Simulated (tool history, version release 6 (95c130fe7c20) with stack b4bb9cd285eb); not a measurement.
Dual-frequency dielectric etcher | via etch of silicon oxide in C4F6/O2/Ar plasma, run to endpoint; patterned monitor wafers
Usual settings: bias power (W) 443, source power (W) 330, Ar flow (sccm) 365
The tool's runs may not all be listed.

| run | hour | bias power (W) | source power (W) | Ar flow (sccm) | incoming incoming film thickness, nm | endpoint time (s) |
|---|---|---|---|---|---|---|
| 1 | 0 | 443 | 390 | 295 | 75.3 | 17.9 |
|  | 38.7 | wet clean of the chamber |
| 2 | 56 | 443 | 390 | 295 | 75 | 17.3 |
| 3 | 120.3 | 520 | 300 | 365 | 76.6 | 19.1 |
| 4 | 168.4 | 443 | 330 | 365 | 75.8 | 19.7 |
| 5 | 203.9 | 370 | 330 | 365 | 75.5 | 21.6 |
| 6 | 260.2 | 370 | 330 | 365 | 76.6 | 22 |
| 7 | 319.4 | 443 | 290 | 365 | 76 | 21.3 |
| 8 | 347.5 | 443 | 290 | 365 | 75.5 | 21.1 |
|  | 361.6 | source power generator calibrated |
|  | 395.4 | wet clean of the chamber |
| 9 | 406.3 | 443 | 290 | 365 | 76 | 20 |
| 10 | 432.4 | 443 | 330 | 327 | 76.2 | 18.6 |
| 11 | 463.5 | 443 | 330 | 327 | 75.7 | 18.6 |
| 12 | 519.9 | 443 | 330 | 365 | 75.4 | 18.7 |
|  | 530.1 | Ar flow controller replaced |
| 13 | 560.2 | 443 | 330 | 365 | 75.5 | 18.8 |
| 14 | 610.7 | 443 | 330 | 365 | 76 | 19 |
|  | 663.3 | wet clean of the chamber, repeated, since the last time left the tool worse |
| 15 | 676.6 | 342 | 300 | 389 | 76.5 | 23.8 |
| 16 | 717 | 408 | 330 | 426 | 76.2 | 20.9 |
| 17 | 748.3 | 507 | 330 | 453 | 75.7 | 18.5 |
|  | 814 | upper electrode replaced |
| 18 | 814.5 | 443 | 330 | 285 | 75.9 | 19.3 |
| 19 | 833.9 | 553 | 330 | 430 | 75.5 | 17.8 |
|  | 856.4 | bias power generator calibrated |
| 20 | 883.6 | 443 | 330 | 365 | 76.1 | 19.9 |
| 21 | 921.9 | 346 | 370 | 456 | 75.9 | 21.7 |
| 22 | 981.8 | 369 | 330 | 293 | 74.7 | 21.2 |
| 23 | 1033.7 | 391 | 330 | 365 | 75.7 | 21.3 |
|  | 1065.8 | wet clean of the chamber |
| 24 | 1077.9 | 443 | 330 | 365 | 76.3 | 19.5 |
| 25 | 1122.4 | 546 | 410 | 365 | 75.5 | 15.8 |

Forecast each of these 4 alternatives for the next run:
| A | 1122.8 | 443 | 330 | 365 | 74.7 | ? |
| B | 1122.8 | 484 | 250 | 405 | 74.7 | ? |
| C | 1122.8 | 476 | 330 | 365 | 74.7 | ? |
| D | 1122.8 | 379 | 290 | 443 | 74.7 | ? |

| run | endpoint time (s) |
|---|---|
| A | 19.4 |
| B | 21.7 |
| C | 18.7 |
| D | 22.9 |
Without the tool's hidden state the same runs would have given:
| run | endpoint time (s) |
|---|---|
| A | 19.3 |
| B | 21.6 |
| C | 18.6 |
| D | 22.8 |
